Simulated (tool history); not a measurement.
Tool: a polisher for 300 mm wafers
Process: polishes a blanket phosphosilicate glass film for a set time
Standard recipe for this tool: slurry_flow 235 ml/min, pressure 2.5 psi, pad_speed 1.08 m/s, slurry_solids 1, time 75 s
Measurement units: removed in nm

run,hour,slurry_flow,pressure,pad_speed,slurry_solids,time,"incoming thickness of the incoming film, nm",removed
1,0,235,2.5,0.92,1,75,4566,536.7
2,7.8,235,2.5,0.92,1,75,4509.9,538.4
3,19.2,235,2.5,1.08,1,82,4493.4,661.8
4,30.5,235,2.5,1.08,1,75,4606.6,613.3
5,45.6,235,2.5,1.08,1,75,4569.3,605.7
6,52.7,235,2.5,1.08,1,75,4574,602.8
7,59.4,295,2.5,1.08,1,75,4541.4,640.3
8,78,295,2.5,1.08,1,75,4519.6,667.2
9,88.4,235,2.5,1.08,1,91,4500.2,781.5
10,96.8,235,2.5,1.08,1,75,4538.4,646.9
11,111.9,235,2.5,0.88,1,75,4563.8,542
12,122.3,235,2.5,1.08,1,56,4578.6,488.9
13,137.3,235,2.5,1.08,1,75,4635.2,644.1
14,151.4,235,1.6,0.96,0.8,66,4523.4,327.7
15,191.8,235,2.3,1.08,1,75,4575.8,584.3
16,200.2,270,2.5,1.08,0.7,75,4550.9,570.9
17,210.4,205,2.7,1.08,1,75,4580.6,659.3
18,217.9,190,2.5,0.72,1,53,4494.8,319
19,232.8,235,2.5,1.08,1,75,4595.3,639.1
20,277.7,235,2.5,1.08,1,91,4629.7,762.5
21,289,235,2.5,1.08,1,75,4516.1,633.9
22,296.5,235,2.5,1.08,1,75,4548.7,633.2
23,303.2,235,3.2,0.96,1,75,4533.1,700.1
24,313.8,235,2.5,1.34,1.25,75,4492.6,808.6
25,321.5,265,1.9,1.36,0.9,75,4470.8,582.8

Not shown here: 9 entries made in the log between runs. Locate each between two listed runs and compare the hidden state at the listed run before it with the hidden state at the listed run after it:
From run 1 to run 2: slurry blender recalibrated (hour 3.8)
  slurry flow missing at the pad, %: 28.7 -> 29.4
  measured value less the no-hidden-state value, removed: -28.4 -> -29.5 nm
From run 3 to run 4: worn pad replaced by a new one (hour 26.3)
  slurry flow missing at the pad, %: 30.4 -> 31.4
  measured value less the no-hidden-state value, removed: -38.2 -> -37.2 nm
From run 7 to run 8: slurry nozzle cleaned (hour 77.5)
  slurry flow missing at the pad, %: 33.9 -> 0.718
  measured value less the no-hidden-state value, removed: -34.7 -> -0.5 nm
From run 10 to run 11: worn pad replaced by a new one (hour 107.3); head pressure recalibrated (hour 110.5)
  slurry flow missing at the pad, %: 2.38 -> 3.72
  measured value less the no-hidden-state value, removed: -1.9 -> -2.6 nm
From run 14 to run 15: conditioning disc replaced and pad reconditioned (hour 179.2); worn pad replaced by a new one (hour 186.6); slurry blender recalibrated (hour 186.9)
  slurry flow missing at the pad, %: 7.22 -> 10.8
  measured value less the no-hidden-state value, removed: -3.2 -> -9 nm
From run 19 to run 20: worn pad replaced by a new one (hour 277.2)
  slurry flow missing at the pad, %: 14.4 -> 18.4
  measured value less the no-hidden-state value, removed: -13.7 -> -22.2 nm
